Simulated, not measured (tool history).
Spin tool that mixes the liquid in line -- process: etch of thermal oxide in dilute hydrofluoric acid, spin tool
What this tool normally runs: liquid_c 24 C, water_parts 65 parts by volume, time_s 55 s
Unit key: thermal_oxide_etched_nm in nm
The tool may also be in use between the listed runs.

run,hour,liquid_c,water_parts,time_s,wafers since the last listed run,hours since the thermometer was replaced,hours since the hydrofluoric acid flow meter was replaced,hours since the gauge calibration,"read-back film thickness of the thermal oxide reference wafer, read on the same gauge (nm)",thermal_oxide_etched_nm
1,0,23,65,55,0,1208.3,2311.4,222.9,100.007,3.787
2,34.5,24,45,55,409,1242.8,2345.9,257.4,100.006,5.808
3,56.1,24,45,55,256,1264.4,2367.5,279,99.984,5.726
4,86.1,24,65,55,355,1294.4,2397.5,309,99.997,3.842
5,105.6,24,65,55,231,1313.9,2417,328.5,99.993,3.856
6,130.4,24,65,55,294,1338.7,2441.8,353.3,100,3.864
7,162,24,65,55,374,1370.3,2473.4,384.9,100.002,3.846
8,189.7,24,65,55,328,1398,2501.1,412.6,99.996,3.889
9,210.6,24,45,75,247,1418.9,2522,433.5,99.979,7.669
10,278.8,24,45,75,808,1487.1,2590.2,501.7,99.998,7.638
# hour 298: thermometer replaced
11,309.8,24,45,75,355,11.8,2621.2,532.7,100.008,8.634
12,322.5,24,55,55,150,24.5,2633.9,545.4,100.009,5.08
13,344.2,24,55,55,257,46.2,2655.6,567.1,99.978,5.117
14,377,24,65,40,388,79,2688.4,599.9,99.999,3.071
15,396.2,24,70,55,227,98.2,2707.6,619.1,100.006,3.922
16,413.1,24,65,55,200,115.1,2724.5,636,100,4.271
# hour 421.7: hydrofluoric acid flow meter replaced
17,441,28.5,65,55,318,143,19.3,663.9,100.011,5.097
18,457.6,26.5,85,90,196,159.6,35.9,680.5,100.005,5.719
19,473.1,20,45,45,183,175.1,51.4,696,100.002,4.316
20,501.5,22,65,90,336,203.5,79.8,724.4,99.996,6.337
# hour 512.4: gauge calibrated
21,535.4,24,45,75,401,237.4,113.7,23,100.006,8.543
22,559.3,24,65,55,283,261.3,137.6,46.9,99.992,4.191
23,594.2,20.5,85,55,413,296.2,172.5,81.8,100.006,2.713
24,609.8,24,55,40,184,311.8,188.1,97.4,100.006,3.616
25,681.9,27,75,30,854,383.9,260.2,169.5,99.999,2.184
26,709.2,24,65,55,323,411.2,287.5,196.8,99.991,4.134
27,731.8,24,65,55,267,433.8,310.1,219.4,100.005,4.131
28,749.2,24,65,55,206,451.2,327.5,236.8,100.004,4.09
29,776.8,24,75,25,327,478.8,355.1,264.4,99.991,1.605
30,800.6,21,75,35,282,502.6,378.9,288.2,100.018,1.984
31,828.3,21,85,65,328,530.3,406.6,315.9,99.998,3.231
32,900.5,24,50,55,856,602.5,478.8,388.1,100.017,5.449

Forecast each of these 4 alternatives for the next run:
A,900.9,24,65,55,4,602.9,479.2,388.5,?,?
B,900.9,24,35,55,4,602.9,479.2,388.5,?,?
C,900.9,27.5,65,55,4,602.9,479.2,388.5,?,?
D,900.9,24,80,70,4,602.9,479.2,388.5,?,?

run,"read-back film thickness of the thermal oxide reference wafer, read on the same gauge (nm)",thermal_oxide_etched_nm
A,99.98,4.08
B,99.98,7.877
C,99.98,4.701
D,99.98,4.141
Without the tool's hidden state the same runs would have given:
run,thermal_oxide_etched_nm
A,4.265
B,8.241
C,4.907
D,4.326
